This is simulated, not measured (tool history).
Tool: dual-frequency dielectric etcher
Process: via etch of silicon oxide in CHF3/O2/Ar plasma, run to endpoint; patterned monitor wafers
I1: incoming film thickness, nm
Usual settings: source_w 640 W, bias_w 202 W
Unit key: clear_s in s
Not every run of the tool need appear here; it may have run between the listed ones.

{"run": 1, "day": 0.0, "source_w": 680, "bias_w": 202, "I1": 553.6, "clear_s": 247.5}
{"run": 2, "day": 0.712, "source_w": 680, "bias_w": 202, "I1": 559.9, "clear_s": 249.7}
{"run": 3, "day": 1.362, "source_w": 640, "bias_w": 202, "I1": 558.7, "clear_s": 252.7}
{"run": 4, "day": 2.012, "source_w": 640, "bias_w": 188, "I1": 553.9, "clear_s": 261.9}
{"run": 5, "day": 2.629, "source_w": 640, "bias_w": 188, "I1": 555.7, "clear_s": 261.6}
{"run": 6, "day": 3.025, "source_w": 760, "bias_w": 202, "I1": 563.7, "clear_s": 240.8}
{"run": 7, "day": 3.633, "source_w": 760, "bias_w": 202, "I1": 553.2, "clear_s": 237.1}
{"day": 4.858, "done": "upper electrode replaced"}
{"day": 5.175, "done": "wet clean of the chamber"}
{"run": 8, "day": 5.196, "source_w": 640, "bias_w": 202, "I1": 557.5, "clear_s": 262.6}
{"run": 9, "day": 5.212, "source_w": 640, "bias_w": 202, "I1": 557.8, "clear_s": 262.7}
{"run": 10, "day": 5.229, "source_w": 640, "bias_w": 202, "I1": 557.3, "clear_s": 260}
{"run": 11, "day": 5.642, "source_w": 640, "bias_w": 202, "I1": 553.8, "clear_s": 260.4}
{"run": 12, "day": 6.321, "source_w": 640, "bias_w": 202, "I1": 560.2, "clear_s": 260.5}
{"run": 13, "day": 7.004, "source_w": 640, "bias_w": 202, "I1": 561.5, "clear_s": 263}
{"day": 7.408, "done": "bias power generator calibrated"}
{"run": 14, "day": 7.429, "source_w": 640, "bias_w": 202, "I1": 559.1, "clear_s": 260.2}
{"run": 15, "day": 7.8, "source_w": 640, "bias_w": 202, "I1": 565.2, "clear_s": 263.1}
{"run": 16, "day": 8.342, "source_w": 640, "bias_w": 202, "I1": 556, "clear_s": 257.8}
{"run": 17, "day": 8.958, "source_w": 640, "bias_w": 236, "I1": 557.7, "clear_s": 239.7}
{"run": 18, "day": 9.567, "source_w": 700, "bias_w": 202, "I1": 561.4, "clear_s": 256.8}
{"run": 19, "day": 9.825, "source_w": 640, "bias_w": 202, "I1": 557.7, "clear_s": 256.5}
{"day": 10.475, "done": "source power generator calibrated"}
{"run": 20, "day": 10.496, "source_w": 710, "bias_w": 252, "I1": 562, "clear_s": 224.4}
{"run": 21, "day": 10.742, "source_w": 520, "bias_w": 188, "I1": 557.1, "clear_s": 286.8}
{"run": 22, "day": 11.029, "source_w": 640, "bias_w": 202, "I1": 558.8, "clear_s": 259.4}
{"run": 23, "day": 11.496, "source_w": 770, "bias_w": 240, "I1": 561.2, "clear_s": 227.2}
{"run": 24, "day": 11.917, "source_w": 520, "bias_w": 202, "I1": 563.2, "clear_s": 276.1}

For run 25, what comes out?
{"run": 25, "day": 12.542, "source_w": 710, "bias_w": 155, "I1": 558.1, "clear_s": "?"}

clear_s: 290.1 s
With the hidden condition absent and the run-to-run variation left alone, this run would have shown clear_s 298.4 s.

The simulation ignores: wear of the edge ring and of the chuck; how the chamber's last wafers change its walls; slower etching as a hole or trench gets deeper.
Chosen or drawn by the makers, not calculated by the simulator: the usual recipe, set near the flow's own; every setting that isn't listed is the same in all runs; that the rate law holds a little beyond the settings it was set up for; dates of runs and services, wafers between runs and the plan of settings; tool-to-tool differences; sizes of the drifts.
